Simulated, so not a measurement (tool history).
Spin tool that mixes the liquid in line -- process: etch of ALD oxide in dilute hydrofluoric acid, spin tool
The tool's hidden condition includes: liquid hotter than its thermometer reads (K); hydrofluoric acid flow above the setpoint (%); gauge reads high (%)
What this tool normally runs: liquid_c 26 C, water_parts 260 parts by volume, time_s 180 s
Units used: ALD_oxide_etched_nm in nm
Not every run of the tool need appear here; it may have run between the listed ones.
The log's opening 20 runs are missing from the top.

| run | hour | liquid_c | water_parts | time_s | wafers since the last listed run | hours since the thermometer was replaced | hours since the hydrofluoric acid flow meter was replaced | hours since the gauge calibration | read-back film thickness of the ALD oxide reference wafer, read on the same gauge (nm) | ALD_oxide_etched_nm |
|---|---|---|---|---|---|---|---|---|---|---|
| 21 | 231.6 | 26 | 260 | 230 | 70 | 123.7 | 973.6 | 82.9 | 80.01 | 9.03 |
| 22 | 239.1 | 22 | 295 | 235 | 53 | 131.2 | 981.1 | 90.4 | 80.01 | 6.81 |
| 23 | 283.8 | 28.5 | 160 | 245 | 319 | 175.9 | 1025.8 | 135.1 | 80.01 | 19 |
| 24 | 293.5 | 22.5 | 200 | 270 | 69 | 185.6 | 1035.5 | 144.8 | 80 | 12.85 |
|  | 306.1 | hydrofluoric acid flow meter replaced |
| 25 | 306.6 | 22 | 170 | 265 | 86 | 198.7 | 0.5 | 157.9 | 79.99 | 15.07 |
| 26 | 323.6 | 26 | 260 | 180 | 121 | 215.7 | 17.5 | 174.9 | 79.98 | 7.01 |
| 27 | 339.6 | 30.5 | 260 | 180 | 114 | 231.7 | 33.5 | 190.9 | 80 | 8.17 |
| 28 | 357.3 | 28 | 260 | 275 | 126 | 249.4 | 51.2 | 208.6 | 80 | 11.65 |
| 29 | 374.5 | 30 | 260 | 180 | 122 | 266.6 | 68.4 | 225.8 | 79.99 | 8.08 |
| 30 | 387.5 | 31 | 260 | 125 | 92 | 279.6 | 81.4 | 238.8 | 80 | 5.77 |
| 31 | 396.7 | 22 | 140 | 270 | 65 | 288.8 | 90.6 | 248 | 80.01 | 19.43 |
| 32 | 414 | 28.5 | 160 | 245 | 123 | 306.1 | 107.9 | 265.3 | 80.01 | 19.16 |
| 33 | 421.1 | 28.5 | 260 | 180 | 50 | 313.2 | 115 | 272.4 | 80.01 | 7.69 |
| 34 | 433.7 | 26 | 260 | 180 | 89 | 325.8 | 127.6 | 285 | 79.98 | 7.1 |

What if the next run were any one of these 5? Each begins from the tool's condition after run 34:
| A | 434.2 | 22.5 | 260 | 180 | 3 | 326.3 | 128.1 | 285.5 | ? | ? |
| B | 434.2 | 26 | 380 | 110 | 3 | 326.3 | 128.1 | 285.5 | ? | ? |
| C | 434.2 | 22 | 350 | 100 | 3 | 326.3 | 128.1 | 285.5 | ? | ? |
| D | 434.2 | 21 | 170 | 260 | 3 | 326.3 | 128.1 | 285.5 | ? | ? |
| E | 434.2 | 26 | 205 | 180 | 3 | 326.3 | 128.1 | 285.5 | ? | ? |

| run | read-back film thickness of the ALD oxide reference wafer, read on the same gauge (nm) | ALD_oxide_etched_nm |
|---|---|---|
| A | 80 | 6.25 |
| B | 80 | 2.62 |
| C | 80 | 2.33 |
| D | 80 | 14.31 |
| E | 80 | 9.52 |
The same runs, with their run-to-run variation unchanged, on a tool lacking any hidden condition would have given:
| run | ALD_oxide_etched_nm |
|---|---|
| A | 6.11 |
| B | 2.57 |
| C | 2.28 |
| D | 13.97 |
| E | 9.31 |
